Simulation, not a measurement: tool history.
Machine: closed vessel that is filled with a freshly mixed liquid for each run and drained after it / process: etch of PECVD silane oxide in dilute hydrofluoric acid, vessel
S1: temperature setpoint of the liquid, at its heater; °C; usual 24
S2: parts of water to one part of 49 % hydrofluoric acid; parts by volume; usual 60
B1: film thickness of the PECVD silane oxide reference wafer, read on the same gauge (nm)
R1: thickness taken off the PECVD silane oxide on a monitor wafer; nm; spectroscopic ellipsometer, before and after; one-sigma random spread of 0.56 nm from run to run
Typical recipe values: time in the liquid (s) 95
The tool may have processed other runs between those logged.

run 1 hour=0 | S1=24 S2=60 time_in_the_liquid_(s)=95 | B1=149.99 | R1=50.73
run 2 hour=11.6 | S1=24 S2=60 time_in_the_liquid_(s)=95 | B1=149.97 | R1=50.53
run 3 hour=23 | S1=24 S2=60 time_in_the_liquid_(s)=95 | B1=150.03 | R1=49.59
run 4 hour=29.4 | S1=26 S2=60 time_in_the_liquid_(s)=95 | B1=149.99 | R1=54.59
run 5 hour=35.8 | S1=26 S2=60 time_in_the_liquid_(s)=95 | B1=150.01 | R1=55.29
run 6 hour=45.8 | S1=26 S2=60 time_in_the_liquid_(s)=95 | B1=150.04 | R1=55.11
run 7 hour=52.9 | S1=24 S2=50 time_in_the_liquid_(s)=70 | B1=149.99 | R1=44.47
run 8 hour=67.8 | S1=24 S2=50 time_in_the_liquid_(s)=70 | B1=150 | R1=45.12
run 9 hour=84.1 | S1=24 S2=60 time_in_the_liquid_(s)=95 | B1=150.05 | R1=49.47
run 10 hour=91.2 | S1=24 S2=60 time_in_the_liquid_(s)=95 | B1=150.02 | R1=50.27
run 11 hour=108.5 | S1=24 S2=60 time_in_the_liquid_(s)=95 | B1=149.96 | R1=55.61
run 12 hour=118.9 | S1=24 S2=60 time_in_the_liquid_(s)=125 | B1=150.03 | R1=73.31
run 13 hour=134.2 | S1=24 S2=60 time_in_the_liquid_(s)=125 | B1=150.03 | R1=73.64
run 14 hour=145.3 | S1=26.5 S2=85 time_in_the_liquid_(s)=135 | B1=149.97 | R1=59.81
run 15 hour=156.6 | S1=27.5 S2=35 time_in_the_liquid_(s)=60 | B1=150 | R1=71.2
run 16 hour=169.8 | S1=24 S2=60 time_in_the_liquid_(s)=50 | B1=149.99 | R1=29.53
run 17 hour=177.9 | S1=19 S2=80 time_in_the_liquid_(s)=95 | B1=150.02 | R1=32.68
run 18 hour=186.2 | S1=24 S2=40 time_in_the_liquid_(s)=45 | B1=149.99 | R1=40.06
run 19 hour=197.6 | S1=19.5 S2=75 time_in_the_liquid_(s)=140 | B1=150 | R1=52.63
run 20 hour=207.5 | S1=24 S2=60 time_in_the_liquid_(s)=95 | B1=149.97 | R1=54.24
run 21 hour=223.7 | S1=21.5 S2=45 time_in_the_liquid_(s)=70 | B1=150 | R1=49.6
run 22 hour=233.5 | S1=24 S2=60 time_in_the_liquid_(s)=135 | B1=149.98 | R1=77.49
run 23 hour=242 | S1=24 S2=50 time_in_the_liquid_(s)=70 | B1=149.95 | R1=49.22
run 24 hour=257.4 | S1=19.5 S2=75 time_in_the_liquid_(s)=140 | B1=150.01 | R1=51.5
run 25 hour=271.2 | S1=28 S2=75 time_in_the_liquid_(s)=115 | B1=150.02 | R1=60.58
run 26 hour=288.8 | S1=24 S2=70 time_in_the_liquid_(s)=95 | B1=150 | R1=45.56
run 27 hour=296.4 | S1=24 S2=60 time_in_the_liquid_(s)=80 | B1=149.99 | R1=44.94

The log once held 3 entries between its listed runs, left out of this copy. Where does each go, and what is different about the tool's unlogged condition between the listed run before it and the listed run after it?
Logged between run 10 and run 11: hydrofluoric acid flow meter replaced (hour 106.4)
  hydrofluoric acid flow below the setpoint (%): 11 -> 1.15
  measured result minus the result with no hidden state, R1: -6.74 -> -0.7 nm
Logged between run 11 and run 12: gauge calibrated (hour 115.2)
  hydrofluoric acid flow below the setpoint (%): 1.15 -> 1.33
  measured result minus the result with no hidden state, R1: -0.7 -> -1.06 nm
Logged between run 15 and run 16: thermometer replaced (hour 168.7)
  hydrofluoric acid flow below the setpoint (%): 2.01 -> 2.24
  measured result minus the result with no hidden state, R1: -1.55 -> -0.74 nm

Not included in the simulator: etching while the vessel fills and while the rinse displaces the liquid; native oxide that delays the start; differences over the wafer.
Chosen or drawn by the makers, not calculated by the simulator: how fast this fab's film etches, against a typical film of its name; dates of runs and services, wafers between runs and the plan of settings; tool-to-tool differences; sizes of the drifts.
